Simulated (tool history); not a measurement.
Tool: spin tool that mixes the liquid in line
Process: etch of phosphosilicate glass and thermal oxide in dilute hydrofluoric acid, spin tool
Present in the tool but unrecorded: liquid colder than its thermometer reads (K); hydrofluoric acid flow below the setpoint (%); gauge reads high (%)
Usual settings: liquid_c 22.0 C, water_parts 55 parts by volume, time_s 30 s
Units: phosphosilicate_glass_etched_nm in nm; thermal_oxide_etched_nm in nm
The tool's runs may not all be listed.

run	hour	liquid_c	water_parts	time_s	wafers since the last listed run	hours since the thermometer was replaced	hours since the hydrofluoric acid flow meter was replaced	hours since the gauge calibration	read-back film thickness of the phosphosilicate glass reference wafer, read on the same gauge (nm)	read-back film thickness of the thermal oxide reference wafer, read on the same gauge (nm)	phosphosilicate_glass_etched_nm	thermal_oxide_etched_nm
1	0.0	22.0	55	30	0	655.0	1846.1	1137.6	89.98	30.003	51.54	2.093
2	83.5	22.0	55	30	1425	738.5	1929.6	1221.1	89.98	30.047	50.79	2.108
3	157.0	22.0	55	30	1254	812.0	2003.1	1294.6	90.00	30.017	50.64	2.103
4	219.6	22.0	55	30	1068	874.6	2065.7	1357.2	90.03	29.993	50.64	2.095
5	280.0	22.0	55	30	1031	935.0	2126.1	1417.6	90.05	29.939	50.24	2.080
# hour 312.3: thermometer replaced
6	346.3	22.0	55	30	1114	34.0	2192.4	1483.9	90.01	29.993	53.16	2.188
# hour 485.4: hydrofluoric acid flow meter replaced
7	619.4	22.0	55	30	4644	307.1	134.0	1757.0	90.00	30.031	52.26	2.176
8	689.3	22.0	55	30	1193	377.0	203.9	1826.9	90.02	29.999	52.06	2.139
9	757.7	21.0	40	30	1167	445.4	272.3	1895.3	89.96	29.988	69.57	2.837
10	800.3	21.0	40	30	727	488.0	314.9	1937.9	90.02	30.026	69.53	2.830
11	873.1	21.0	40	30	1242	560.8	387.7	2010.7	89.99	29.962	69.18	2.841
12	1092.2	22.0	55	30	3739	779.9	606.8	2229.8	89.95	30.054	50.94	2.078
13	1182.3	18.0	55	20	1537	870.0	696.9	2319.9	90.02	30.030	28.33	1.200
14	1233.7	22.0	55	30	877	921.4	748.3	2371.3	90.00	29.953	50.61	2.082
# hour 1253.8: gauge calibrated
15	1287.4	20.0	35	35	916	975.1	802.0	33.6	90.01	29.984	87.05	3.583
16	1335.5	22.0	55	30	821	1023.2	850.1	81.7	90.00	30.016	50.64	2.087
# hour 1348.9: thermometer replaced
17	1434.3	18.5	70	40	1669	85.4	948.9	180.5	89.94	30.000	46.81	1.929
18	1470.4	22.0	70	20	616	121.5	985.0	216.6	90.02	30.045	26.81	1.111
19	1524.5	18.5	30	30	923	175.6	1039.1	270.7	89.97	30.029	85.34	3.527
20	1605.9	20.0	55	30	1389	257.0	1120.5	352.1	90.03	29.975	48.07	2.012
21	1660.5	26.5	55	30	931	311.6	1175.1	406.7	90.05	29.994	62.66	2.631
22	1708.3	22.0	55	30	815	359.4	1222.9	454.5	89.95	30.008	51.79	2.173
23	1752.4	22.0	55	30	752	403.5	1267.0	498.6	90.00	30.032	52.04	2.144
24	1801.9	22.0	55	30	844	453.0	1316.5	548.1	90.03	29.977	51.79	2.171
25	1880.0	22.0	75	15	1333	531.1	1394.6	626.2	90.02	29.978	18.40	0.769
26	1924.1	18.5	75	15	752	575.2	1438.7	670.3	89.98	29.974	15.88	0.655
27	1981.4	19.0	45	15	978	632.5	1496.0	727.6	90.01	29.976	27.74	1.140

Below are 3 alternative next runs, each starting from the tool's condition after run 27. Predict each:
A	1981.8	22.0	55	45	6	632.9	1496.4	728.0	?	?	?	?
B	1981.8	26.0	55	30	6	632.9	1496.4	728.0	?	?	?	?
C	1981.8	24.5	70	15	6	632.9	1496.4	728.0	?	?	?	?

run	read-back film thickness of the phosphosilicate glass reference wafer, read on the same gauge (nm)	read-back film thickness of the thermal oxide reference wafer, read on the same gauge (nm)	phosphosilicate_glass_etched_nm	thermal_oxide_etched_nm
A	90.01	29.984	76.25	3.244
B	90.01	29.984	59.96	2.551
C	90.01	29.984	21.73	0.924
With the hidden condition removed and each run's random variation left untouched, the same runs would have given:
run	phosphosilicate_glass_etched_nm	thermal_oxide_etched_nm
A	79.01	3.361
B	62.06	2.640
C	22.49	0.957

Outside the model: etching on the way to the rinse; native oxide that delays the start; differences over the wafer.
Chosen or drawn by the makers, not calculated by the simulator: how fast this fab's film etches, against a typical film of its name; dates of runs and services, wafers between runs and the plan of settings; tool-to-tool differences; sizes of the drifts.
